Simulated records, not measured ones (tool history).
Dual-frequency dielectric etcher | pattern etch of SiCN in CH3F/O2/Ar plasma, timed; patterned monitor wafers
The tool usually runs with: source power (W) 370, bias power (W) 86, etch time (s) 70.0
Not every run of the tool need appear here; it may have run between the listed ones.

run,hour,source power (W),bias power (W),etch time (s),wafers since the last listed run,hours since the last wet clean,hours since the last source power generator calibration,hours since the last bias power generator calibration,hours since the last upper electrode change,hours since the gauge calibration,"read-back reference wafer on the same gauge, depth_nm",mean etch depth across the wafer (nm)
1,0.0,370,86,70.0,0,362.5,1887.1,2960.7,4231.7,43.8,32.99,29.00
2,18.1,370,86,70.0,171,380.6,1905.2,2978.8,4249.8,61.9,33.01,29.00
3,31.3,370,86,70.0,124,393.8,1918.4,2992.0,4263.0,75.1,32.99,29.04
4,63.5,370,86,70.0,304,426.0,1950.6,3024.2,4295.2,107.3,33.01,29.00
5,99.5,370,86,70.0,340,462.0,1986.6,3060.2,4331.2,143.3,33.00,28.96
6,116.6,410,81,70.0,161,479.1,2003.7,3077.3,4348.3,160.4,33.00,29.57
7,129.6,370,86,70.0,122,492.1,2016.7,3090.3,4361.3,173.4,33.00,28.88
8,142.3,370,86,70.0,120,504.8,2029.4,3103.0,4374.0,186.1,32.99,29.01
# hour 183.5: wet clean of the chamber
9,184.0,370,86,70.0,167,0.5,2071.1,3144.7,4415.7,227.8,33.00,29.39
10,207.3,400,86,53.5,220,23.8,2094.4,3168.0,4439.0,251.1,32.99,23.31
11,228.3,430,86,70.0,198,44.8,2115.4,3189.0,4460.0,272.1,33.01,31.43
12,245.5,370,94,86.5,162,62.0,2132.6,3206.2,4477.2,289.3,33.01,37.76
13,260.9,400,68,80.5,145,77.4,2148.0,3221.6,4492.6,304.7,33.00,31.50
# hour 291.0: bias power generator calibrated
14,293.8,280,70,89.5,273,110.3,2180.9,2.8,4525.5,337.6,33.01,29.69
15,334.0,370,86,52.0,380,150.5,2221.1,43.0,4565.7,377.8,33.00,21.68
# hour 342.7: source power generator calibrated
16,361.7,300,98,77.0,224,178.2,19.0,70.7,4593.4,405.5,32.99,30.04
17,375.9,370,86,70.0,134,192.4,33.2,84.9,4607.6,419.7,32.98,28.57
# hour 376.0: gauge calibrated
# hour 407.0: upper electrode replaced
18,407.5,370,86,70.0,71,224.0,64.8,116.5,0.5,31.5,33.00,28.59
19,492.9,370,98,70.0,807,309.4,150.2,201.9,85.9,116.9,33.01,30.32
20,513.9,370,86,51.0,198,330.4,171.2,222.9,106.9,137.9,33.00,20.76
21,526.3,330,86,70.0,117,342.8,183.6,235.3,119.3,150.3,33.00,26.91

What was the tool's hidden state at every run in the log?
bias power that arrives over what is set, %: 0 in every run
gauge reads high (%): 0 in every run
H1: etch rate over this chamber's usual, %
H2: source power that arrives over what is set, %
run,H1,H2
1,-1.07,3.76
2,-1.12,3.79
3,-1.16,3.82
4,-1.25,3.88
5,-1.35,3.96
6,-1.4,3.99
7,-1.44,4.02
8,-1.48,4.04
9,-0.0099,4.13
10,-0.0769,4.18
11,-0.137,4.22
12,-0.187,4.25
13,-0.231,4.29
14,-0.326,4.35
15,-0.441,4.43
16,-0.521,-0.392
17,-0.561,-0.363
18,-0.652,-0.299
19,-0.898,-0.126
20,-0.958,-0.083
21,-0.994,-0.0579

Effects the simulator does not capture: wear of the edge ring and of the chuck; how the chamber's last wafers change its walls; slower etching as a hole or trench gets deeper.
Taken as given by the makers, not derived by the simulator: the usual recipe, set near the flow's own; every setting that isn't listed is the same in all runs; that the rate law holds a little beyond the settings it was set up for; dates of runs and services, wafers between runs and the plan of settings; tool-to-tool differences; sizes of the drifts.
